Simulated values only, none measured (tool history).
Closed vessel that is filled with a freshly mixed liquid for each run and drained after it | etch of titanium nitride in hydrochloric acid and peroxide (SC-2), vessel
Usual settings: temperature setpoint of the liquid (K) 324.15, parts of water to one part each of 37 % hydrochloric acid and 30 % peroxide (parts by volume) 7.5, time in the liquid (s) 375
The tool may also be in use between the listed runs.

run	day	temperature setpoint of the liquid (K)	parts of water to one part each of 37 % hydrochloric acid and 30 % peroxide (parts by volume)	time in the liquid (s)	wafers since the last listed run	hours since the thermometer was replaced	hours since the chemicals flow meter was replaced	hours since the drum of peroxide was connected	hours since the gauge calibration	read-back film thickness of the titanium nitride reference wafer, read on the same gauge (nm)	thickness taken off the titanium nitride on a monitor wafer (angstrom)
1	0	324.15	7.5	375	0	373.3	241.3	979.7	934.2	102.2	84.2
2	1.575	324.15	7.5	375	3005	411.1	279.1	1017.5	972	102.37	84.3
3	3.771	324.15	7.5	375	4190	463.8	331.8	1070.2	1024.7	102.6	84.9
4	6.996	324.15	7.5	235	6154	541.2	409.2	1147.6	1102.1	102.98	52.5
# day 9.6: new drum of peroxide connected
# day 9.888: chemicals flow meter replaced
5	10.546	324.15	7.5	235	6615	626.4	15.8	22.7	1187.3	103.36	53.1
6	12.992	324.15	7.5	235	4667	685.1	74.5	81.4	1246	103.7	53.5
# day 16.95: gauge calibrated
7	20.233	324.15	6	375	13818	858.9	248.3	255.2	78.8	100.47	97.2
8	24.579	324.15	6	375	8292	963.2	352.6	359.5	183.1	100.53	97
# day 26.558: thermometer replaced
9	27.262	324.15	5	375	5040	16.9	417	423.9	247.5	100.57	111.1
10	31.025	324.15	5	375	7179	107.2	507.3	514.2	337.8	100.67	111.8
# day 31.362: chemicals flow meter replaced
11	32.942	324.15	5	375	3577	153.2	37.9	560.2	383.8	100.74	111.5
12	36.438	324.15	7.5	375	6670	237.1	121.8	644.1	467.7	100.94	82.7
13	39.875	324.15	7.5	375	6559	319.6	204.3	726.6	550.2	101.16	83.2
14	44.2	324.15	7.5	375	8253	423.4	308.1	830.4	654	101.39	83.4
15	46.288	332.65	7.5	375	3983	473.5	358.2	880.5	704.1	101.54	144.5
16	49.229	314.65	7.5	500	5613	544.1	428.8	951.1	774.7	101.77	58.1
# day 50.817: chemicals flow meter replaced
# day 53.554: new drum of peroxide connected
17	59.592	324.15	10.5	560	19615	792.8	210.6	144.9	1023.4	102.75	95.9
18	61.638	324.15	4	375	3903	841.9	259.7	194	1072.5	102.96	134.4
19	65.254	324.15	7.5	375	6901	928.7	346.5	280.8	1159.3	103.43	85.1
# day 68.579: chemicals flow meter replaced
20	69.562	324.15	7.5	515	8141	1032.1	23.6	384.2	1262.7	103.97	117.3
# day 69.762: gauge calibrated
# day 72.062: thermometer replaced
21	72.725	324.15	5.5	460	5955	15.9	99.5	460.1	71.1	100.1	127.5
22	74.692	324.15	7.5	375	3752	63.1	146.7	507.3	118.3	100.05	82.2
23	78.875	321.15	11.5	535	7982	163.5	247.1	607.7	218.7	100.18	67.4
24	80.658	330.15	5	550	3403	206.3	289.9	650.5	261.5	100.22	241.3
25	85.446	324.15	7.5	260	9135	321.2	404.8	765.4	376.4	100.35	56.9
# day 85.583: chemicals flow meter replaced
26	89.1	319.15	9.5	580	6893	408.9	84.4	853.1	464.1	100.58	75.5
27	91.875	314.15	6	480	5295	475.5	151	919.7	530.7	100.71	63.6
28	94.246	333.65	9.5	190	4524	532.4	207.9	976.6	587.6	100.86	64

Forecast each of these 3 alternatives for the next run:
A	94.279	324.15	7.5	450	63	533.2	208.7	977.4	588.4	?	?
B	94.279	324.15	6.5	510	63	533.2	208.7	977.4	588.4	?	?
C	94.279	319.65	7.5	375	63	533.2	208.7	977.4	588.4	?	?

run	read-back film thickness of the titanium nitride reference wafer, read on the same gauge (nm)	thickness taken off the titanium nitride on a monitor wafer (angstrom)
A	100.84	98.8
B	100.84	125.1
C	100.84	60.8
Without the tool's hidden state the same runs would have given:
run	thickness taken off the titanium nitride on a monitor wafer (angstrom)
A	98
B	124.1
C	60.3
